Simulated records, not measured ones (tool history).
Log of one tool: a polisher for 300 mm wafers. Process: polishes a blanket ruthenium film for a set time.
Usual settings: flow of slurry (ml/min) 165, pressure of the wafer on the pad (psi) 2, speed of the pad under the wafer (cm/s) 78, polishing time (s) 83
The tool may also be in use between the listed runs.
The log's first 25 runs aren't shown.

| run | day | flow of slurry (ml/min) | pressure of the wafer on the pad (psi) | speed of the pad under the wafer (cm/s) | polishing time (s) | wafers since the last listed run | wafers polished on this pad | hours since the slurry nozzle was cleaned | hours since the head pressure was calibrated | incoming thickness of the incoming film, nm | film removed (nm) |
|---|---|---|---|---|---|---|---|---|---|---|---|
|  | 12.446 | worn pad replaced by a new one |
| 26 | 12.467 | 165 | 1.3 | 70 | 83 | 78 | 3 | 61.2 | 107.7 | 509.8 | 62.3 |
| 27 | 12.646 | 165 | 2 | 78 | 83 | 28 | 32 | 65.5 | 112 | 509.3 | 86.5 |
| 28 | 13.133 | 200 | 1.8 | 86 | 75 | 78 | 110 | 77.2 | 123.7 | 514.4 | 80.7 |
| 29 | 13.433 | 145 | 2 | 102 | 83 | 48 | 158 | 84.4 | 130.9 | 513.5 | 108.9 |
| 30 | 14.058 | 165 | 2 | 78 | 76 | 100 | 258 | 99.4 | 145.9 | 505.9 | 77.1 |
| 31 | 14.596 | 205 | 2.3 | 86 | 83 | 86 | 344 | 112.3 | 158.8 | 511.2 | 102.7 |
| 32 | 15.2 | 110 | 2 | 78 | 74 | 96 | 441 | 126.8 | 173.3 | 512.9 | 68.4 |
| 33 | 15.746 | 135 | 1.7 | 78 | 83 | 87 | 528 | 139.9 | 186.4 | 512.2 | 69.7 |
| 34 | 16.433 | 165 | 2 | 78 | 83 | 110 | 638 | 156.4 | 202.9 | 507.2 | 81.3 |

Forecast each of these 5 alternatives for the next run:
| A | 16.454 | 165 | 2 | 78 | 83 | 3 | 642 | 156.9 | 203.4 | 509 | ? |
| B | 16.454 | 165 | 2 | 78 | 70 | 3 | 642 | 156.9 | 203.4 | 509 | ? |
| C | 16.454 | 165 | 2 | 62 | 83 | 3 | 642 | 156.9 | 203.4 | 509 | ? |
| D | 16.454 | 165 | 2 | 86 | 83 | 3 | 642 | 156.9 | 203.4 | 509 | ? |
| E | 16.454 | 165 | 2 | 58 | 102 | 3 | 642 | 156.9 | 203.4 | 509 | ? |

| run | film removed (nm) |
|---|---|
| A | 81.1 |
| B | 68.4 |
| C | 64.5 |
| D | 89.4 |
| E | 74.1 |
Without the tool's hidden state the same runs would have given:
| run | film removed (nm) |
|---|---|
| A | 88.1 |
| B | 74.3 |
| C | 70 |
| D | 97.1 |
| E | 80.5 |

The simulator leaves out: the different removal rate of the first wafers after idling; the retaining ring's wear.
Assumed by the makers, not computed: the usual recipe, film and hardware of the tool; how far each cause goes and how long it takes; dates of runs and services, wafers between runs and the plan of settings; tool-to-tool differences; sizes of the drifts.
